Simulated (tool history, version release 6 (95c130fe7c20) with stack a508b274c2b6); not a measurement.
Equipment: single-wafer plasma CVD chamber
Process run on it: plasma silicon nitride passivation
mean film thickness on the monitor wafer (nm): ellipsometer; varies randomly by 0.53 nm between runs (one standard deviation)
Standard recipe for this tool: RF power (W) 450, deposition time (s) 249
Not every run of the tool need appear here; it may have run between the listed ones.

run,day,RF power (W),deposition time (s),wafers since the last listed run,hours since the last RF generator calibration,hours since the showerhead was replaced,hours since the gauge calibration,"read-back reference wafer on the same gauge, thickness_nm",mean film thickness on the monitor wafer (nm)
1,0.000,410,249,0,1423.1,4672.6,511.4,289.082,325.003
2,3.975,410,249,644,1518.5,4768.0,606.8,288.979,325.053
3,5.904,500,249,312,1564.8,4814.3,653.1,289.034,337.793
4,9.046,450,249,509,1640.2,4889.7,728.5,288.955,330.680
# day 12.554: gauge calibrated
5,12.812,450,249,610,1730.6,4980.1,6.2,288.983,328.876
6,14.317,450,249,243,1766.7,5016.2,42.3,289.053,329.661
7,18.221,450,249,632,1860.4,5109.9,136.0,288.950,329.427
# day 19.412: RF generator calibrated
8,21.996,450,249,557,62.0,5200.5,226.6,288.982,334.163
9,24.329,515,207,378,118.0,5256.5,282.6,289.055,286.219
# day 25.400: showerhead replaced
10,26.371,425,283,276,167.0,23.3,331.6,288.946,375.486
11,30.142,385,296,611,257.5,113.8,422.1,288.949,384.083
12,34.504,450,249,707,362.2,218.5,526.8,288.985,335.338
13,36.650,405,273,347,413.7,270.0,578.3,289.068,360.346
14,38.217,480,275,254,451.3,307.6,615.9,289.001,374.096

3 options for the next run, each taken on its own from the tool as it stands now. Forecast them:
A,38.238,450,249,3,451.8,308.1,616.4,?,?
B,38.238,380,271,3,451.8,308.1,616.4,?,?
C,38.238,490,249,3,451.8,308.1,616.4,?,?

run,"read-back reference wafer on the same gauge, thickness_nm",mean film thickness on the monitor wafer (nm)
A,288.878,334.135
B,288.878,351.133
C,288.878,340.315
Without the tool's unlogged condition, the same runs would have read:
run,mean film thickness on the monitor wafer (nm)
A,334.637
B,351.661
C,340.827
